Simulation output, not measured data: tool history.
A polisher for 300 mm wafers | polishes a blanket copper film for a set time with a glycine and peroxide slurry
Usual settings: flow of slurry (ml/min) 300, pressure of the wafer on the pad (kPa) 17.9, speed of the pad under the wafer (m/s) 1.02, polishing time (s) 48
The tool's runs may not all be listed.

run   hour  flow of slurry (ml/min)  pressure of the wafer on the pad (kPa)  speed of the pad under the wafer (m/s)  polishing time (s)  wafers since the last listed run  wafers polished on this pad  hours since the slurry nozzle was cleaned  hours since the head pressure was calibrated  incoming thickness of the incoming film, nm  film removed (Å)
  1    0.0                      300                                    17.9                                    1.02                  48                                 0                          249                                      722.1                                         402.1                                       1207.3              2204
  2    7.7                      300                                    20.7                                    1.02                  56                                96                          346                                      729.8                                         409.8                                       1185.5              2925
  3   24.4                      300                                    20.7                                    1.02                  56                               208                          555                                      746.5                                         426.5                                       1173.9              2720
      43.2  -- worn pad replaced by a new one
  4   43.7                      300                                    14.5                                    1.02                  60                               191                            6                                      765.8                                         445.8                                       1183.2              2359
  5   49.3                      300                                    14.5                                    1.02                  60                                70                           76                                      771.4                                         451.4                                       1200.2              2314
  6   61.3                      300                                    17.9                                    1.02                  48                               150                          226                                      783.4                                         463.4                                       1179.5              2209
  7   73.0                      300                                    17.9                                    1.02                  48                               146                          372                                      795.1                                         475.1                                       1183.8              2198
  8   81.5                      300                                    17.9                                    1.02                  48                               106                          478                                      803.6                                         483.6                                       1202.8              2121
      93.9  -- worn pad replaced by a new one
  9   94.4                      300                                    15.9                                    1.02                  48                               111                            6                                      816.5                                         496.5                                       1198.0              2027
     109.2  -- slurry nozzle cleaned
 10  118.3                      325                                    17.9                                    1.38                  48                               286                          292                                        9.1                                         520.4                                       1185.1              2707
 11  129.3                      380                                    17.9                                    1.02                  48                               137                          430                                       20.1                                         531.4                                       1179.4              2227
     140.0  -- head pressure recalibrated
     143.8  -- worn pad replaced by a new one
 12  147.3                      335                                    17.9                                    1.02                  63                               152                           44                                       38.1                                           7.3                                       1161.8              2986
 13  154.5                      335                                    17.9                                    1.02                  63                                90                          134                                       45.3                                          14.5                                       1183.1              3008
 14  166.2                      300                                    17.9                                    1.02                  48                               146                          280                                       57.0                                          26.2                                       1172.3              2233
 15  180.5                      300                                    21.4                                    0.88                  64                               178                          459                                       71.3                                          40.5                                       1179.7              3099
 16  196.1                      300                                    17.9                                    1.02                  63                               195                          654                                       86.9                                          56.1                                       1171.0              2735

Pick out some run-to-run changes in film removed (Å). Of each, how much would a tool without hidden state show as well, from the settings, what came in and chance, and how much is left for the hidden state and any gauge scatter not in both results compared?
Hidden conditions of the tool in this case: removal rate lost through wear of the pad, %; slurry flow missing at the pad, %; deviation of the head's pressure from its setpoint, %.
Run 3 -> 4: pressure of the wafer on the pad (kPa) 20.7 -> 14.5, polishing time (s) 56 -> 60, worn pad replaced by a new one. film removed (Å) -361: hidden state +189, all else -550.
Run 14 -> 15: pressure of the wafer on the pad (kPa) 17.9 -> 21.4, speed of the pad under the wafer (m/s) 1.02 -> 0.88, polishing time (s) 48 -> 64. film removed (Å) +866: hidden state -101, all else +967.
